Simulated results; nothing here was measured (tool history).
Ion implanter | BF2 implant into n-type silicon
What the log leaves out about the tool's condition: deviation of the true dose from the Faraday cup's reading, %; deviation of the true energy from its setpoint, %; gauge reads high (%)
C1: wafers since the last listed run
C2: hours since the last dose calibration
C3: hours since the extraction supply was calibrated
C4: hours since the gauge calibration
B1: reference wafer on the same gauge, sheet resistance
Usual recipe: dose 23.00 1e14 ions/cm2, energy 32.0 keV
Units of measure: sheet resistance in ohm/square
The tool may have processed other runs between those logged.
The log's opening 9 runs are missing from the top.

Run 10, day 9.658: usual settings; C1 288; C2 982.4; C3 5971.3; C4 215.5; B1 116.99. Result: sheet resistance 122.49 ohm/square.
Run 11, day 10.179: usual settings; C1 126; C2 994.9; C3 5983.8; C4 228.0; B1 117.00. Result: sheet resistance 122.28 ohm/square.
Run 12, day 10.767: usual settings; C1 142; C2 1009.0; C3 5997.9; C4 242.1; B1 116.99. Result: sheet resistance 122.64 ohm/square.
Run 13, day 11.633: usual settings; C1 210; C2 1029.8; C3 6018.7; C4 262.9; B1 117.03. Result: sheet resistance 122.97 ohm/square.
Run 14, day 12.917: usual settings; C1 311; C2 1060.6; C3 6049.5; C4 293.7; B1 117.00. Result: sheet resistance 122.69 ohm/square.
Run 15, day 14.038: usual settings; C1 272; C2 1087.5; C3 6076.4; C4 320.6; B1 116.97. Result: sheet resistance 122.10 ohm/square.
Run 16, day 15.004: usual settings but dose 27.46 1e14 ions/cm2, energy 25.0 keV; C1 234; C2 1110.7; C3 6099.6; C4 343.8; B1 116.99. Result: sheet resistance 135.83 ohm/square.
At day 15.575: Faraday cup replaced and dose calibrated.
Run 17, day 16.025: usual settings but dose 17.05 1e14 ions/cm2, energy 36.5 keV; C1 167; C2 10.8; C3 6124.1; C4 368.3; B1 116.97. Result: sheet resistance 119.94 ohm/square.
At day 16.825: extraction supply calibrated.
Run 18, day 16.904: usual settings; C1 132; C2 31.9; C3 1.9; C4 389.4; B1 116.97. Result: sheet resistance 121.94 ohm/square.
Run 19, day 17.667: usual settings but dose 27.07 1e14 ions/cm2, energy 28.0 keV; C1 185; C2 50.2; C3 20.2; C4 407.7; B1 116.98. Result: sheet resistance 129.55 ohm/square.
Run 20, day 18.821: usual settings; C1 280; C2 77.9; C3 47.9; C4 435.4; B1 117.02. Result: sheet resistance 122.87 ohm/square.
At day 19.446: gauge calibrated.
Run 21, day 21.492: usual settings; C1 649; C2 142.0; C3 112.0; C4 49.1; B1 116.96. Result: sheet resistance 122.64 ohm/square.
Run 22, day 22.758: usual settings; C1 307; C2 172.4; C3 142.4; C4 79.5; B1 117.02. Result: sheet resistance 122.35 ohm/square.
Run 23, day 23.912: usual settings; C1 280; C2 200.1; C3 170.1; C4 107.2; B1 116.98. Result: sheet resistance 122.88 ohm/square.
Run 24, day 24.900: usual settings but dose 27.49 1e14 ions/cm2, energy 36.0 keV; C1 239; C2 223.8; C3 193.8; C4 130.9; B1 117.01. Result: sheet resistance 114.63 ohm/square.
Run 25, day 26.050: usual settings but dose 16.69 1e14 ions/cm2, energy 43.0 keV; C1 279; C2 251.4; C3 221.4; C4 158.5; B1 116.99. Result: sheet resistance 111.46 ohm/square.
Run 26, day 26.938: usual settings but dose 21.07 1e14 ions/cm2, energy 42.5 keV; C1 215; C2 272.7; C3 242.7; C4 179.8; B1 116.98. Result: sheet resistance 108.01 ohm/square.
Run 27, day 28.250: usual settings; C1 318; C2 304.2; C3 274.2; C4 211.3; B1 116.99. Result: sheet resistance 122.43 ohm/square.
Run 28, day 28.879: usual settings but dose 24.75 1e14 ions/cm2, energy 27.5 keV; C1 152; C2 319.3; C3 289.3; C4 226.4; B1 117.01. Result: sheet resistance 130.49 ohm/square.
Run 29, day 29.742: usual settings but dose 25.84 1e14 ions/cm2, energy 42.5 keV; C1 209; C2 340.0; C3 310.0; C4 247.1; B1 117.04. Result: sheet resistance 105.45 ohm/square.
Run 30, day 30.354: usual settings but energy 42.0 keV; C1 148; C2 354.7; C3 324.7; C4 261.8; B1 117.00. Result: sheet resistance 107.39 ohm/square.

Alternative continuations, all from the tool just after run 30; predict every row:
Run A, day 30.371: usual settings but energy 29.0 keV; C1 4; C2 355.1; C3 325.1; C4 262.2; B1 ?. Result: sheet resistance ?.
Run B, day 30.371: usual settings but dose 28.45 1e14 ions/cm2, energy 27.0 keV; C1 4; C2 355.1; C3 325.1; C4 262.2; B1 ?. Result: sheet resistance ?.
Run C, day 30.371: usual settings but energy 28.5 keV; C1 4; C2 355.1; C3 325.1; C4 262.2; B1 ?. Result: sheet resistance ?.
Run D, day 30.371: usual settings but energy 26.5 keV; C1 4; C2 355.1; C3 325.1; C4 262.2; B1 ?. Result: sheet resistance ?.
Run E, day 30.371: usual settings but dose 25.50 1e14 ions/cm2; C1 4; C2 355.1; C3 325.1; C4 262.2; B1 ?. Result: sheet resistance ?.

run      B1  sheet resistance
  A  117.03            128.42
  B  117.03            131.13
  C  117.03            129.43
  D  117.03            133.71
  E  117.03            121.93
With no hidden state in the tool, these same runs would have given:
run  sheet resistance
  A            128.42
  B            131.13
  C            129.43
  D            133.71
  E            121.93

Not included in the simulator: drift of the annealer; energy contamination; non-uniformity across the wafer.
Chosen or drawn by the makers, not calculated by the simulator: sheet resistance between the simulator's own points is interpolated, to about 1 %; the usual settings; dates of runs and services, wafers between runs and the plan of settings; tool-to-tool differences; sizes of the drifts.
